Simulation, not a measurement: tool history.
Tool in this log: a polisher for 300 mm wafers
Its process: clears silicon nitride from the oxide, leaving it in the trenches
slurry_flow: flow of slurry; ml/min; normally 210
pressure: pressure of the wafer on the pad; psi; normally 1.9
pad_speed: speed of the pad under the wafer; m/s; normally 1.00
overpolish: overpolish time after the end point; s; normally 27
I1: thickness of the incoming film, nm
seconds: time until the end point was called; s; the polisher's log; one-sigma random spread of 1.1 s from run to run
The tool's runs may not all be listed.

Run 1, day 0.000: usual settings but overpolish 15 s; I1 55.6. Result: seconds 108.9 s.
Run 2, day 0.442: usual settings but overpolish 15 s; I1 55.3. Result: seconds 106.4 s.
Run 3, day 2.150: usual settings; I1 54.2. Result: seconds 104.6 s.
Run 4, day 2.712: usual settings but slurry_flow 240 ml/min, overpolish 33 s; I1 55.6. Result: seconds 105.6 s.
Run 5, day 3.246: usual settings but slurry_flow 240 ml/min, overpolish 33 s; I1 55.2. Result: seconds 102.5 s.
Run 6, day 3.542: usual settings but slurry_flow 240 ml/min, overpolish 33 s; I1 54.2. Result: seconds 102.4 s.
Run 7, day 3.804: usual settings but overpolish 24 s; I1 56.1. Result: seconds 109.8 s.
Run 8, day 4.321: usual settings; I1 55.5. Result: seconds 107.0 s.
Run 9, day 4.758: usual settings; I1 53.8. Result: seconds 103.8 s.
Run 10, day 5.271: usual settings; I1 55.4. Result: seconds 106.5 s.
Run 11, day 5.767: usual settings; I1 54.4. Result: seconds 107.3 s.
Run 12, day 6.112: usual settings but pad_speed 0.80 m/s; I1 55.6. Result: seconds 124.0 s.
Run 13, day 6.529: usual settings but pad_speed 0.80 m/s; I1 54.8. Result: seconds 123.8 s.
Run 14, day 6.779: usual settings but overpolish 31 s; I1 55.4. Result: seconds 108.0 s.
Run 15, day 7.046: usual settings; I1 54.8. Result: seconds 105.1 s.
Run 16, day 7.692: usual settings but pressure 2.4 psi, pad_speed 0.74 m/s, overpolish 19 s; I1 54.8. Result: seconds 92.0 s.
Run 17, day 8.217: usual settings; I1 55.3. Result: seconds 95.0 s.
Run 18, day 8.892: usual settings but pressure 1.5 psi, overpolish 20 s; I1 55.2. Result: seconds 122.8 s.
Run 19, day 9.208: usual settings but pressure 1.3 psi, pad_speed 0.86 m/s; I1 54.9. Result: seconds 160.2 s.
Run 20, day 9.896: usual settings but slurry_flow 135 ml/min, pressure 2.2 psi, pad_speed 1.22 m/s, overpolish 39 s; I1 54.6. Result: seconds 75.3 s.
Run 21, day 10.275: usual settings; I1 54.1. Result: seconds 95.8 s.
Run 22, day 10.550: usual settings but slurry_flow 250 ml/min; I1 55.1. Result: seconds 95.8 s.
Run 23, day 11.029: usual settings but pressure 2.4 psi; I1 55.0. Result: seconds 77.7 s.
Run 24, day 11.558: usual settings; I1 54.6. Result: seconds 101.2 s.
Run 25, day 12.079: usual settings; I1 54.5. Result: seconds 99.4 s.
Run 26, day 12.667: usual settings; I1 54.6. Result: seconds 101.3 s.
Run 27, day 12.983: usual settings but overpolish 18 s; I1 54.3. Result: seconds 99.5 s.
Run 28, day 13.392: usual settings; I1 55.7. Result: seconds 101.5 s.
Run 29, day 13.904: usual settings but slurry_flow 260 ml/min, pressure 2.3 psi, pad_speed 1.10 m/s, overpolish 41 s; I1 55.0. Result: seconds 76.2 s.
Run 30, day 14.258: usual settings but pressure 1.5 psi, pad_speed 1.12 m/s; I1 55.4. Result: seconds 117.5 s.
Run 31, day 14.921: usual settings but pressure 1.6 psi, overpolish 39 s; I1 54.3. Result: seconds 121.7 s.
Run 32, day 15.333: usual settings but overpolish 41 s; I1 55.6. Result: seconds 104.7 s.
Run 33, day 16.021: usual settings but pressure 1.5 psi; I1 55.8. Result: seconds 132.1 s.
Run 34, day 16.467: usual settings but pad_speed 0.76 m/s; I1 55.4. Result: seconds 124.3 s.
Run 35, day 17.212: usual settings but slurry_flow 240 ml/min, overpolish 16 s; I1 55.9. Result: seconds 105.2 s.
Run 36, day 17.858: usual settings but pad_speed 0.70 m/s, overpolish 15 s; I1 54.9. Result: seconds 133.7 s.

Between the runs listed above, the log contained 5 entries, not reproduced here. Where in the sequence does each belong, and how does what the log doesn't record of the tool's condition differ from the listed run before to the listed run after?
After run 9, before run 10: worn pad replaced by a new one (day 5.012)
  deviation of the head's pressure from its setpoint, %: -12 -> -12.1
  measured result minus the result with no hidden state, seconds: +12.5 -> +12.9 s
After run 10, before run 11: slurry nozzle cleaned (day 5.338)
  the hidden state is the same at both runs
  measured result minus the result with no hidden state, seconds: +12.9 -> +13.0 s
After run 15, before run 16: head pressure recalibrated (day 7.671)
  deviation of the head's pressure from its setpoint, %: -12.2 -> -0.503
  measured result minus the result with no hidden state, seconds: +12.8 -> +0.4 s
After run 20, before run 21: worn pad replaced by a new one (day 10.254)
  deviation of the head's pressure from its setpoint, %: -3.77 -> -4.24
  measured result minus the result with no hidden state, seconds: +2.8 -> +4.1 s
After run 32, before run 33: worn pad replaced by a new one (day 15.892)
  deviation of the head's pressure from its setpoint, %: -8.65 -> -9.05
  measured result minus the result with no hidden state, seconds: +9.0 -> +12.0 s

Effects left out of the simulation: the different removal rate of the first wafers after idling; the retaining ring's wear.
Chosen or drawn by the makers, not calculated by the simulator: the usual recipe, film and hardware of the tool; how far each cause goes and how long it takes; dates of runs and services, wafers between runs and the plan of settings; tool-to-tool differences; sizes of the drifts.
